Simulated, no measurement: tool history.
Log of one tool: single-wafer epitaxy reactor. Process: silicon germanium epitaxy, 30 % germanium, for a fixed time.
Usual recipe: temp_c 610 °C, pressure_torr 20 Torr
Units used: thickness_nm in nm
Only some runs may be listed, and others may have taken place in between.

run   hour  temp_c  pressure_torr  wafers since the last listed run  hours since the last pyrometer calibration  hours since the last manometer calibration  hours since the showerhead was replaced  hours since the gauge calibration  read-back reference wafer on the same gauge, thickness_nm  thickness_nm
  1      0     602             20                                 0                                      2557.2                                      2698.5                                   5380.6                              607.7                                                     67.854         67.96
  2   13.1     602             20                               165                                      2570.3                                      2711.6                                   5393.7                              620.8                                                     67.765        67.796
  3   38.2     610             20                               316                                      2595.4                                      2736.7                                   5418.8                              645.9                                                     67.808        76.893
  4   56.9     610           22.7                               235                                      2614.1                                      2755.4                                   5437.5                              664.6                                                     67.759        82.308
  5   87.3     610             20                               383                                      2644.5                                      2785.8                                   5467.9                                695                                                     67.814        76.945
  6  117.4     610             20                               379                                      2674.6                                      2815.9                                     5498                              725.1                                                      67.78        76.413
     117.6  -- gauge calibrated
     127.4  -- capacitance manometer re-zeroed and calibrated
  7  140.4     610             20                               188                                      2697.6                                          13                                     5521                               22.8                                                     67.819        83.858
  8    153     610             20                               158                                      2710.2                                        25.6                                   5533.6                               35.4                                                     67.804        84.159
  9  169.9     607             20                               212                                      2727.1                                        42.5                                   5550.5                               52.3                                                     67.847        80.446
 10  223.5     607             20                               675                                      2780.7                                        96.1                                   5604.1                              105.9                                                     67.805        79.934
 11  237.5     607             20                               176                                      2794.7                                       110.1                                   5618.1                              119.9                                                     67.777        79.781
 12    256     615           17.4                               233                                      2813.2                                       128.6                                   5636.6                              138.4                                                      67.75        84.156
 13  269.3     616           15.4                               167                                      2826.5                                       141.9                                   5649.9                              151.7                                                      67.79         79.67
 14  283.8     604             16                               182                                        2841                                       156.4                                   5664.4                              166.2                                                      67.74         67.37
 15  304.2     598           18.5                               257                                      2861.4                                       176.8                                   5684.8                              186.6                                                     67.764        66.432
 16    332     618             20                               350                                      2889.2                                       204.6                                   5712.6                              214.4                                                      67.84        94.591
 17  362.8     595           22.2                               388                                        2920                                       235.4                                   5743.4                              245.2                                                     67.817        69.395
 18  392.8     610           16.6                               377                                        2950                                       265.4                                   5773.4                              275.2                                                      67.75        75.257
 19  427.9     624           22.1                               442                                      2985.1                                       300.5                                   5808.5                              310.3                                                     67.776       108.824
     462.5  -- capacitance manometer re-zeroed and calibrated, repeated, since the last time left the tool worse
     491.2  -- pyrometer calibrated
 20  517.5     610             20                               927                                        26.3                                          55                                   5898.1                              399.9                                                       67.8         78.82
 21  573.1     610             20                               700                                        81.9                                       110.6                                   5953.7                              455.5                                                      67.78        79.205
 22  605.8     596           17.6                               411                                       114.6                                       143.3                                   5986.4                              488.2                                                     67.794        59.038
 23  623.7     605           22.3                               225                                       132.5                                       161.2                                   6004.3                              506.1                                                     67.794        77.158
 24  654.3     610           24.3                               385                                       163.1                                       191.8                                   6034.9                              536.7                                                     67.779        86.992
     673.6  -- showerhead replaced
 25    674     614             20                               147                                       182.8                                       211.5                                      0.4                              556.4                                                     67.814        84.187
 26  692.4     618           24.4                               231                                       201.2                                       229.9                                     18.8                              574.8                                                     67.819        98.609
 27  728.3     617             20                               452                                       237.1                                       265.8                                     54.7                              610.7                                                     67.805        88.298
 28  741.2     610             20                               162                                         250                                       278.7                                     67.6                              623.6                                                     67.763        78.644
 29  775.6     624           16.7                               433                                       284.4                                       313.1                                      102                                658                                                     67.783        88.795
 30  792.4     597             20                               211                                       301.2                                       329.9                                    118.8                              674.8                                                     67.786        64.045
 31  816.3     610           15.1                               301                                       325.1                                       353.8                                    142.7                              698.7                                                     67.751        67.718
 32  839.2     596           17.6                               288                                         348                                       376.7                                    165.6                              721.6                                                     67.804        58.861
 33  875.2     610           16.1                               453                                         384                                       412.7                                    201.6                              757.6                                                     67.764          69.9
     962.7  -- gauge calibrated
 34    981     610             20                              1332                                       489.8                                       518.5                                    307.4                               18.3                                                      67.75        78.227
 35  993.2     610             24                               153                                         502                                       530.7                                    319.6                               30.5                                                     67.827        85.889

Describe how what the log doesn't record of the tool's condition differs between the last listed run preceding each entry between runs and the first listed run following it.
Logged between run 6 and run 7: gauge calibrated (hour 117.6); capacitance manometer re-zeroed and calibrated (hour 127.4)
  true pressure above the setpoint (%): -7.03 -> 10.3
  measured value less the no-hidden-state value, thickness_nm: -2.956 -> +4.082 nm
Logged between run 19 and run 20: capacitance manometer re-zeroed and calibrated, repeated, since the last time left the tool worse (hour 462.5); pyrometer calibrated (hour 491.2)
  true pressure above the setpoint (%): 8.55 -> -1.27
  measured value less the no-hidden-state value, thickness_nm: +4.454 -> -0.523 nm
Logged between run 24 and run 25: showerhead replaced (hour 673.6)
  true pressure above the setpoint (%): -2.14 -> -2.26
  measured value less the no-hidden-state value, thickness_nm: -0.979 -> -0.999 nm
Logged between run 33 and run 34: gauge calibrated (hour 962.7)
  true pressure above the setpoint (%): -3.3 -> -3.76
  measured value less the no-hidden-state value, thickness_nm: -1.224 -> -1.569 nm
